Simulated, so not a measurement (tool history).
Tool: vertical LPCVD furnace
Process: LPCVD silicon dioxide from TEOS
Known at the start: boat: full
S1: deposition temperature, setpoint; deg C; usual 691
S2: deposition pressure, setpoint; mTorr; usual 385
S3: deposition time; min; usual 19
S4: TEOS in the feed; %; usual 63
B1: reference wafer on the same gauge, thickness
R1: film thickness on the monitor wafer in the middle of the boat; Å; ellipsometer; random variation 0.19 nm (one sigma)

Run 1, day 0: usual settings but S3 24.5 min; B1 115.02. Result: R1 1823.1 Å.
Run 2, day 0.692: usual settings but S3 24.5 min; B1 115.04. Result: R1 1820.6 Å.
Run 3, day 1.079: usual settings but S3 24.5 min; B1 115.01. Result: R1 1826.6 Å.
Run 4, day 1.354: usual settings but S2 350 mTorr; B1 115. Result: R1 1347.3 Å.
Run 5, day 1.988: usual settings but S2 350 mTorr; B1 114.97. Result: R1 1350.7 Å.
At day 3.279: pressure gauge zeroed.
At day 3.912: gauge calibrated.
At day 4.254: TEOS flow controller replaced.
At day 4.65: thermocouples replaced and temperature profile calibrated.
Run 6, day 4.671: usual settings but S2 350 mTorr; B1 114.99. Result: R1 1229.6 Å.
Run 7, day 4.854: usual settings; B1 115.01. Result: R1 1290.5 Å.
Run 8, day 5.042: usual settings but S2 350 mTorr; B1 115.02. Result: R1 1229 Å.
Run 9, day 5.225: usual settings but S1 701 deg C, S3 25 min, S4 69 %; B1 115. Result: R1 2249 Å.
Run 10, day 5.412: usual settings but S3 14.5 min, S4 59 %; B1 114.98. Result: R1 952.7 Å.
Run 11, day 5.596: usual settings; B1 114.99. Result: R1 1293.6 Å.
Run 12, day 5.983: usual settings but S3 25 min; B1 114.97. Result: R1 1694.2 Å.
Run 13, day 6.458: usual settings but S3 16 min; B1 114.99. Result: R1 1086.7 Å.
Run 14, day 6.925: usual settings but S2 350 mTorr; B1 114.98. Result: R1 1233.9 Å.
Run 15, day 7.267: usual settings but S1 688 deg C, S3 22.5 min; B1 114.99. Result: R1 1425.9 Å.

Forecast each of these 3 alternatives for the next run:
Run A, day 7.458: usual settings but S3 13 min; B1 ?. Result: R1 ?.
Run B, day 7.458: usual settings but S4 69 %; B1 ?. Result: R1 ?.
Run C, day 7.458: usual settings but S2 290 mTorr, S3 11.5 min; B1 ?. Result: R1 ?.

run      B1      R1
  A  114.96   886.1
  B  114.96  1355.3
  C  114.96   680.3
Without the tool's hidden state the same runs would have given:
run      R1
  A   878.3
  B  1343.4
  C   674.3

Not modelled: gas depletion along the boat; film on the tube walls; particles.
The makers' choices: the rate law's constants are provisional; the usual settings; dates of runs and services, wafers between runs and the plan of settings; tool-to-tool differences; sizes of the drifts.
